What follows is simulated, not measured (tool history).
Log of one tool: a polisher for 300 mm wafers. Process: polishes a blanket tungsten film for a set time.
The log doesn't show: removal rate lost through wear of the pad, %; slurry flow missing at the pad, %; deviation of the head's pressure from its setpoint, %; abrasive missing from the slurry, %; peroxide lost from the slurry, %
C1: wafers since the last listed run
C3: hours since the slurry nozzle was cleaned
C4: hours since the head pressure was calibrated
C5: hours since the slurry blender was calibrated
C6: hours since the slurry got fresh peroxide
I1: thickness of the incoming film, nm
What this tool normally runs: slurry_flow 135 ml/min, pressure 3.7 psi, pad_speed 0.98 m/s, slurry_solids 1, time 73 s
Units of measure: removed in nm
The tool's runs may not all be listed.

run 1 hour=0 | slurry_flow=135 pressure=3.7 pad_speed=0.98 slurry_solids=0.75 time=57 | C1=0 wafers_polished_on_this_pad=3310 C3=548.5 C4=635.1 C5=233.2 C6=148 | I1=1525.6 | removed=202.4
run 2 hour=66.2 | slurry_flow=135 pressure=3.7 pad_speed=0.98 slurry_solids=0.75 time=57 | C1=353 wafers_polished_on_this_pad=3663 C3=614.7 C4=701.3 C5=299.4 C6=214.2 | I1=1525.5 | removed=202.1
-- hour=113 worn pad replaced by a new one
run 3 hour=153.9 | slurry_flow=145 pressure=3.7 pad_speed=0.98 slurry_solids=0.85 time=63 | C1=446 wafers_polished_on_this_pad=218 C3=702.4 C4=789 C5=387.1 C6=301.9 | I1=1517.6 | removed=232.1
-- hour=181.7 head pressure recalibrated
-- hour=201.8 slurry nozzle cleaned
run 4 hour=260.7 | slurry_flow=135 pressure=3.7 pad_speed=0.98 slurry_solids=1 time=73 | C1=553 wafers_polished_on_this_pad=772 C3=58.9 C4=79 C5=493.9 C6=408.7 | I1=1492.6 | removed=277.9
run 5 hour=305.7 | slurry_flow=135 pressure=3.7 pad_speed=0.72 slurry_solids=1.1 time=91 | C1=240 wafers_polished_on_this_pad=1012 C3=103.9 C4=124 C5=538.9 C6=453.7 | I1=1522 | removed=270.9
run 6 hour=351.4 | slurry_flow=135 pressure=4.4 pad_speed=0.98 slurry_solids=1 time=73 | C1=243 wafers_polished_on_this_pad=1256 C3=149.6 C4=169.7 C5=584.6 C6=499.4 | I1=1518.8 | removed=309
run 7 hour=419 | slurry_flow=115 pressure=3.7 pad_speed=0.98 slurry_solids=1 time=94 | C1=360 wafers_polished_on_this_pad=1616 C3=217.2 C4=237.3 C5=652.2 C6=567 | I1=1522.1 | removed=345.1
run 8 hour=481.3 | slurry_flow=100 pressure=3.7 pad_speed=1.24 slurry_solids=1 time=51 | C1=332 wafers_polished_on_this_pad=1948 C3=279.5 C4=299.6 C5=714.5 C6=629.3 | I1=1495.5 | removed=225.9
run 9 hour=518.3 | slurry_flow=160 pressure=3.7 pad_speed=0.98 slurry_solids=0.7 time=73 | C1=197 wafers_polished_on_this_pad=2146 C3=316.5 C4=336.6 C5=751.5 C6=666.3 | I1=1481.3 | removed=259
-- hour=524.2 slurry tank refilled with fresh slurry and peroxide
-- hour=633.8 slurry blender recalibrated
run 10 hour=635 | slurry_flow=135 pressure=2.8 pad_speed=0.98 slurry_solids=1.25 time=73 | C1=606 wafers_polished_on_this_pad=2752 C3=433.2 C4=453.3 C5=1.2 C6=110.8 | I1=1520.2 | removed=240.7
run 11 hour=707.3 | slurry_flow=135 pressure=3.7 pad_speed=0.98 slurry_solids=1 time=73 | C1=385 wafers_polished_on_this_pad=3138 C3=505.5 C4=525.6 C5=73.5 C6=183.1 | I1=1520.8 | removed=276.6
run 12 hour=793.7 | slurry_flow=135 pressure=4.7 pad_speed=0.86 slurry_solids=1 time=73 | C1=460 wafers_polished_on_this_pad=3599 C3=591.9 C4=612 C5=159.9 C6=269.5 | I1=1519 | removed=290.9
run 13 hour=899.5 | slurry_flow=135 pressure=3.7 pad_speed=0.98 slurry_solids=0.9 time=73 | C1=564 wafers_polished_on_this_pad=4163 C3=697.7 C4=717.8 C5=265.7 C6=375.3 | I1=1527.1 | removed=268.8
-- hour=975.4 slurry nozzle cleaned
run 14 hour=977.7 | slurry_flow=135 pressure=3.7 pad_speed=0.98 slurry_solids=1.3 time=73 | C1=411 wafers_polished_on_this_pad=4575 C3=2.3 C4=796 C5=343.9 C6=453.5 | I1=1519.5 | removed=292.2
-- hour=1009.8 worn pad replaced by a new one
-- hour=1030.2 head pressure recalibrated
run 15 hour=1051.7 | slurry_flow=135 pressure=3.7 pad_speed=0.98 slurry_solids=1 time=73 | C1=362 wafers_polished_on_this_pad=213 C3=76.3 C4=21.5 C5=417.9 C6=527.5 | I1=1519.9 | removed=275
run 16 hour=1260 | slurry_flow=135 pressure=3.7 pad_speed=0.98 slurry_solids=1 time=96 | C1=1111 wafers_polished_on_this_pad=1324 C3=284.6 C4=229.8 C5=626.2 C6=735.8 | I1=1515.5 | removed=362.5
run 17 hour=1337.8 | slurry_flow=120 pressure=3.7 pad_speed=0.98 slurry_solids=1 time=73 | C1=415 wafers_polished_on_this_pad=1739 C3=362.4 C4=307.6 C5=704 C6=813.6 | I1=1527.9 | removed=272.5
-- hour=1412.1 slurry tank refilled with fresh slurry and peroxide
run 18 hour=1444.2 | slurry_flow=135 pressure=2.5 pad_speed=0.98 slurry_solids=0.9 time=98 | C1=562 wafers_polished_on_this_pad=2301 C3=468.8 C4=414 C5=810.4 C6=32.1 | I1=1526.8 | removed=281.3
run 19 hour=1513.9 | slurry_flow=135 pressure=3.7 pad_speed=0.98 slurry_solids=1 time=73 | C1=371 wafers_polished_on_this_pad=2673 C3=538.5 C4=483.7 C5=880.1 C6=101.8 | I1=1516.6 | removed=274.5
-- hour=1532.9 slurry blender recalibrated
run 20 hour=1561.6 | slurry_flow=135 pressure=3.7 pad_speed=1.2 slurry_solids=0.8 time=73 | C1=243 wafers_polished_on_this_pad=2917 C3=586.2 C4=531.4 C5=28.7 C6=149.5 | I1=1513.6 | removed=314
run 21 hour=1628.7 | slurry_flow=100 pressure=3.7 pad_speed=0.98 slurry_solids=1.25 time=73 | C1=357 wafers_polished_on_this_pad=3275 C3=653.3 C4=598.5 C5=95.8 C6=216.6 | I1=1501.7 | removed=275.3
run 22 hour=1686.4 | slurry_flow=135 pressure=3.7 pad_speed=0.98 slurry_solids=1 time=73 | C1=307 wafers_polished_on_this_pad=3582 C3=711 C4=656.2 C5=153.5 C6=274.3 | I1=1515 | removed=278.4
-- hour=1710.3 worn pad replaced by a new one
-- hour=1758.9 head pressure recalibrated
run 23 hour=1777.8 | slurry_flow=135 pressure=3.7 pad_speed=0.68 slurry_solids=1 time=65 | C1=455 wafers_polished_on_this_pad=349 C3=802.4 C4=18.9 C5=244.9 C6=365.7 | I1=1510.3 | removed=179.9
-- hour=1822.1 slurry nozzle cleaned
run 24 hour=1863.9 | slurry_flow=135 pressure=3.7 pad_speed=0.98 slurry_solids=1 time=73 | C1=453 wafers_polished_on_this_pad=803 C3=41.8 C4=105 C5=331 C6=451.8 | I1=1510.9 | removed=275.7
run 25 hour=1959.9 | slurry_flow=135 pressure=3.7 pad_speed=0.72 slurry_solids=1 time=73 | C1=512 wafers_polished_on_this_pad=1315 C3=137.8 C4=201 C5=427 C6=547.8 | I1=1511.1 | removed=212.7
run 26 hour=2048.7 | slurry_flow=135 pressure=2.7 pad_speed=0.98 slurry_solids=1 time=73 | C1=473 wafers_polished_on_this_pad=1789 C3=226.6 C4=289.8 C5=515.8 C6=636.6 | I1=1496.9 | removed=227.5

Consider 4 possible next runs. They are alternatives, not a sequence: every one starts from the tool as it was left by run 26. What does each give?
run A hour=2049.1 | slurry_flow=135 pressure=3.7 pad_speed=0.98 slurry_solids=1 time=73 | C1=2 wafers_polished_on_this_pad=1791 C3=227 C4=290.2 C5=516.2 C6=637 | I1=1528.5 | removed=?
run B hour=2049.1 | slurry_flow=135 pressure=3.7 pad_speed=0.98 slurry_solids=0.7 time=73 | C1=2 wafers_polished_on_this_pad=1791 C3=227 C4=290.2 C5=516.2 C6=637 | I1=1528.5 | removed=?
run C hour=2049.1 | slurry_flow=135 pressure=3.7 pad_speed=1.2 slurry_solids=1 time=73 | C1=2 wafers_polished_on_this_pad=1791 C3=227 C4=290.2 C5=516.2 C6=637 | I1=1528.5 | removed=?
run D hour=2049.1 | slurry_flow=135 pressure=3.1 pad_speed=0.98 slurry_solids=1 time=89 | C1=2 wafers_polished_on_this_pad=1791 C3=227 C4=290.2 C5=516.2 C6=637 | I1=1528.5 | removed=?

run=A removed=276.1
run=B removed=255.2
run=C removed=330.6
run=D removed=301.1
The same runs, with their run-to-run variation unchanged, on a tool lacking any hidden condition would have given:
run=A removed=276.1
run=B removed=255.2
run=C removed=330.6
run=D removed=301.1
